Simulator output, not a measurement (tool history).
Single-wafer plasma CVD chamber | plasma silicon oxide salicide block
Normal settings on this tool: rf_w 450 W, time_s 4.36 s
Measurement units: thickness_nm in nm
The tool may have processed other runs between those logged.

run   hour  rf_w  time_s  read-back reference wafer on the same gauge, thickness_nm  thickness_nm
  1    0.0   450    4.36                                                     41.500        43.496
  2    8.6   450    4.36                                                     41.505        43.598
  3   21.0   450    4.36                                                     41.497        43.470
      68.5  -- showerhead replaced
  4   69.0   450    4.36                                                     41.508        43.435
  5   84.1   450    4.36                                                     41.492        43.477
  6   90.2   515    4.36                                                     41.505        45.211
  7   98.7   450    4.54                                                     41.514        45.257
  8  107.5   475    4.14                                                     41.491        41.890
  9  116.3   480    5.22                                                     41.479        53.043
     134.2  -- RF generator calibrated
 10  134.7   450    4.36                                                     41.497        43.458
     136.1  -- gauge calibrated
 11  144.2   450    4.36                                                     41.477        43.496
 12  152.7   510    4.67                                                     41.506        48.235
 13  163.0   395    3.49                                                     41.508        33.464
 14  173.8   450    4.36                                                     41.491        43.511
 15  180.3   525    4.84                                                     41.501        50.420

5 ways to go on from here, each from the tool as it stands after run 15. What would each give?
  A  180.7   450    4.36                                                          ?             ?
  B  180.7   525    4.08                                                          ?             ?
  C  180.7   520    5.23                                                          ?             ?
  D  180.7   410    4.76                                                          ?             ?
  E  180.7   370    4.02                                                          ?             ?

run  read-back reference wafer on the same gauge, thickness_nm  thickness_nm
  A                                                     41.504        43.499
  B                                                     41.504        42.565
  C                                                     41.504        54.411
  D                                                     41.504        46.231
  E                                                     41.504        37.909
The same runs, with their run-to-run variation unchanged, on a tool lacking any hidden condition would have given:
run  thickness_nm
  A        43.499
  B        42.565
  C        54.411
  D        46.231
  E        37.909
